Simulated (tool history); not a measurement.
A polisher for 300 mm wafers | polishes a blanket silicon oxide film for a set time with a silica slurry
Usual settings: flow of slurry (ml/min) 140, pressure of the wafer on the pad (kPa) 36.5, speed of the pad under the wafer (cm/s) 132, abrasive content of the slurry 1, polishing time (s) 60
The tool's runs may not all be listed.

run	hour	flow of slurry (ml/min)	pressure of the wafer on the pad (kPa)	speed of the pad under the wafer (cm/s)	abrasive content of the slurry	polishing time (s)	incoming thickness of the incoming film, nm	film removed (angstrom)
1	0	140	36.5	132	1	60	1158.5	2666
2	34.9	140	36.5	132	1	60	1176.1	2693
3	51.4	140	36.5	132	1	60	1181.2	2642
4	79.2	140	36.5	160	1	60	1156.9	3072
# hour 87.8: worn pad replaced by a new one
5	91.5	140	36.5	160	1	60	1149.9	2950
6	107	140	36.5	132	1	60	1141.5	2573
# hour 133.3: conditioning disc replaced and pad reconditioned
7	140.3	140	36.5	132	0.85	60	1166.7	2350
# hour 154.7: slurry blender recalibrated
8	161.8	140	36.5	132	0.85	60	1139.4	2663
# hour 174: slurry nozzle cleaned
9	209.4	140	36.5	132	0.75	60	1161.1	2415
10	237.1	140	36.5	132	1	60	1158.1	2741
11	260.9	105	36.5	158	1	60	1170	2919
# hour 282.7: worn pad replaced by a new one
12	295.4	140	36.5	166	1	60	1155.2	3176
13	314.8	140	36.5	144	1	48	1159.3	2166
14	328.9	155	36.5	132	1	60	1172.8	2599
# hour 348.6: head pressure recalibrated
15	360.9	105	42.1	132	0.75	60	1149.8	2442
# hour 369.9: slurry blender recalibrated
# hour 392.4: conditioning disc replaced and pad reconditioned
# hour 438.8: worn pad replaced by a new one
16	461.2	125	36.5	144	1	60	1168.5	2799
17	475.4	165	36.5	132	1.2	60	1153.1	2865
18	507.9	165	31	132	1.1	60	1141.7	2436
19	528.2	140	36.5	132	1	60	1139.9	2588
20	563.4	140	36.5	132	1	60	1153.2	2590
21	578.5	160	36.5	132	1.1	60	1184	2669
# hour 580.9: slurry blender recalibrated
22	598.8	140	36.5	102	1.25	40	1155.5	1660
# hour 610.2: slurry nozzle cleaned
# hour 619.2: worn pad replaced by a new one
23	633	140	36.5	112	1	60	1179.5	2432
24	647.5	140	36.5	94	1.25	72	1169	2716

Run 25 comes next. What will it give?
25	668.2	140	26.9	132	0.75	60	1142.9	?

{"run 25": {"film removed (angstrom)": 1873}}
Without the tool's hidden state the same run would have given film removed (angstrom) 1947.
